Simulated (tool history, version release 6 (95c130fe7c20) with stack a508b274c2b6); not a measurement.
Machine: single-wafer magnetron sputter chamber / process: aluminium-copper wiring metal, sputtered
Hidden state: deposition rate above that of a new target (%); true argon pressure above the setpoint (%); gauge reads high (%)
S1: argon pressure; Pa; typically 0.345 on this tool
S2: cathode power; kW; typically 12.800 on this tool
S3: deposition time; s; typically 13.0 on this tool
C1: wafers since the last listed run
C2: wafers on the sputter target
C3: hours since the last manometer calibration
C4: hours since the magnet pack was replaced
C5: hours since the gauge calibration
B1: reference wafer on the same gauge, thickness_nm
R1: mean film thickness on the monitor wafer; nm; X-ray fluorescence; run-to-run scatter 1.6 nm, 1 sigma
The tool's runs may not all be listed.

{"run": 1, "hour": 0.0, "S1": 0.345, "S2": 12.8, "S3": 13.0, "C1": 0, "C2": 1192, "C3": 2805.9, "C4": 5319.1, "C5": 234.5, "B1": 276.85, "R1": 279.449}
{"run": 2, "hour": 12.4, "S1": 0.315, "S2": 12.8, "S3": 13.0, "C1": 306, "C2": 1498, "C3": 2818.3, "C4": 5331.5, "C5": 246.9, "B1": 276.715, "R1": 285.611}
{"run": 3, "hour": 45.8, "S1": 0.315, "S2": 12.8, "S3": 13.0, "C1": 826, "C2": 2324, "C3": 2851.7, "C4": 5364.9, "C5": 280.3, "B1": 276.784, "R1": 283.529}
{"run": 4, "hour": 61.4, "S1": 0.315, "S2": 12.8, "S3": 13.0, "C1": 385, "C2": 2710, "C3": 2867.3, "C4": 5380.5, "C5": 295.9, "B1": 277.287, "R1": 284.004}
{"run": 5, "hour": 86.4, "S1": 0.345, "S2": 15.2, "S3": 13.0, "C1": 618, "C2": 3329, "C3": 2892.3, "C4": 5405.5, "C5": 320.9, "B1": 276.719, "R1": 321.401}
{"hour": 105.2, "done": "sputter target and shields replaced"}
{"run": 6, "hour": 120.4, "S1": 0.345, "S2": 15.2, "S3": 13.0, "C1": 643, "C2": 375, "C3": 2926.3, "C4": 5439.5, "C5": 354.9, "B1": 277.01, "R1": 337.914}
{"run": 7, "hour": 133.7, "S1": 0.345, "S2": 15.2, "S3": 13.0, "C1": 328, "C2": 704, "C3": 2939.6, "C4": 5452.8, "C5": 368.2, "B1": 277.135, "R1": 330.793}
{"run": 8, "hour": 155.9, "S1": 0.345, "S2": 12.8, "S3": 13.0, "C1": 549, "C2": 1253, "C3": 2961.8, "C4": 5475.0, "C5": 390.4, "B1": 276.79, "R1": 281.375}
{"run": 9, "hour": 189.7, "S1": 0.345, "S2": 12.8, "S3": 13.9, "C1": 835, "C2": 2089, "C3": 2995.6, "C4": 5508.8, "C5": 424.2, "B1": 277.104, "R1": 297.777}
{"run": 10, "hour": 207.6, "S1": 0.345, "S2": 12.8, "S3": 13.0, "C1": 442, "C2": 2532, "C3": 3013.5, "C4": 5526.7, "C5": 442.1, "B1": 276.369, "R1": 275.96}
{"run": 11, "hour": 235.1, "S1": 0.464, "S2": 15.9, "S3": 13.0, "C1": 680, "C2": 3212, "C3": 3041.0, "C4": 5554.2, "C5": 469.6, "B1": 277.184, "R1": 318.28}
{"hour": 251.1, "done": "capacitance manometer re-zeroed and calibrated"}
{"run": 12, "hour": 260.6, "S1": 0.345, "S2": 12.8, "S3": 12.3, "C1": 432, "C2": 3645, "C3": 9.5, "C4": 5579.7, "C5": 495.1, "B1": 277.075, "R1": 260.814}
{"hour": 271.7, "done": "sputter target and shields replaced"}
{"run": 13, "hour": 287.1, "S1": 0.345, "S2": 12.8, "S3": 13.0, "C1": 457, "C2": 381, "C3": 36.0, "C4": 5606.2, "C5": 521.6, "B1": 276.701, "R1": 288.518}
{"run": 14, "hour": 300.6, "S1": 0.47, "S2": 12.8, "S3": 11.9, "C1": 333, "C2": 715, "C3": 49.5, "C4": 5619.7, "C5": 535.1, "B1": 277.028, "R1": 249.884}
{"hour": 302.7, "done": "gauge calibrated"}
{"run": 15, "hour": 330.8, "S1": 0.345, "S2": 12.8, "S3": 13.0, "C1": 746, "C2": 1462, "C3": 79.7, "C4": 5649.9, "C5": 28.1, "B1": 277.01, "R1": 282.575}
{"hour": 349.3, "done": "magnet pack replaced, of another model than before"}
{"run": 16, "hour": 366.7, "S1": 0.467, "S2": 12.8, "S3": 15.1, "C1": 690, "C2": 2152, "C3": 115.6, "C4": 17.4, "C5": 64.0, "B1": 276.858, "R1": 311.817}
{"hour": 398.8, "done": "sputter target and shields replaced"}
{"run": 17, "hour": 399.3, "S1": 0.345, "S2": 10.4, "S3": 13.0, "C1": 608, "C2": 12, "C3": 148.2, "C4": 50.0, "C5": 96.6, "B1": 276.873, "R1": 242.614}
{"run": 18, "hour": 413.5, "S1": 0.464, "S2": 13.85, "S3": 11.3, "C1": 351, "C2": 364, "C3": 162.4, "C4": 64.2, "C5": 110.8, "B1": 277.383, "R1": 257.772}
{"run": 19, "hour": 481.4, "S1": 0.345, "S2": 15.2, "S3": 13.0, "C1": 1679, "C2": 2043, "C3": 230.3, "C4": 132.1, "C5": 178.7, "B1": 276.557, "R1": 327.895}
{"run": 20, "hour": 495.7, "S1": 0.345, "S2": 15.75, "S3": 13.0, "C1": 353, "C2": 2397, "C3": 244.6, "C4": 146.4, "C5": 193.0, "B1": 276.914, "R1": 333.673}
{"run": 21, "hour": 521.5, "S1": 0.345, "S2": 15.6, "S3": 13.0, "C1": 638, "C2": 3035, "C3": 270.4, "C4": 172.2, "C5": 218.8, "B1": 277.361, "R1": 330.363}

Each row is a separate what-if for the run after 21, all from the same tool condition, not one after another. Results?
{"run": "A", "hour": 521.9, "S1": 0.345, "S2": 12.8, "S3": 15.6, "C1": 9, "C2": 3045, "C3": 270.8, "C4": 172.6, "C5": 219.2, "B1": "?", "R1": "?"}
{"run": "B", "hour": 521.9, "S1": 0.345, "S2": 14.6, "S3": 13.0, "C1": 9, "C2": 3045, "C3": 270.8, "C4": 172.6, "C5": 219.2, "B1": "?", "R1": "?"}
{"run": "C", "hour": 521.9, "S1": 0.425, "S2": 13.85, "S3": 13.0, "C1": 9, "C2": 3045, "C3": 270.8, "C4": 172.6, "C5": 219.2, "B1": "?", "R1": "?"}

run=A B1=276.925 R1=331.786
run=B B1=276.925 R1=310.863
run=C B1=276.925 R1=288.822
Take away the tool's hidden state, keep each run's random variation, and the runs would have read:
run=A R1=351.472
run=B R1=329.308
run=C R1=305.959
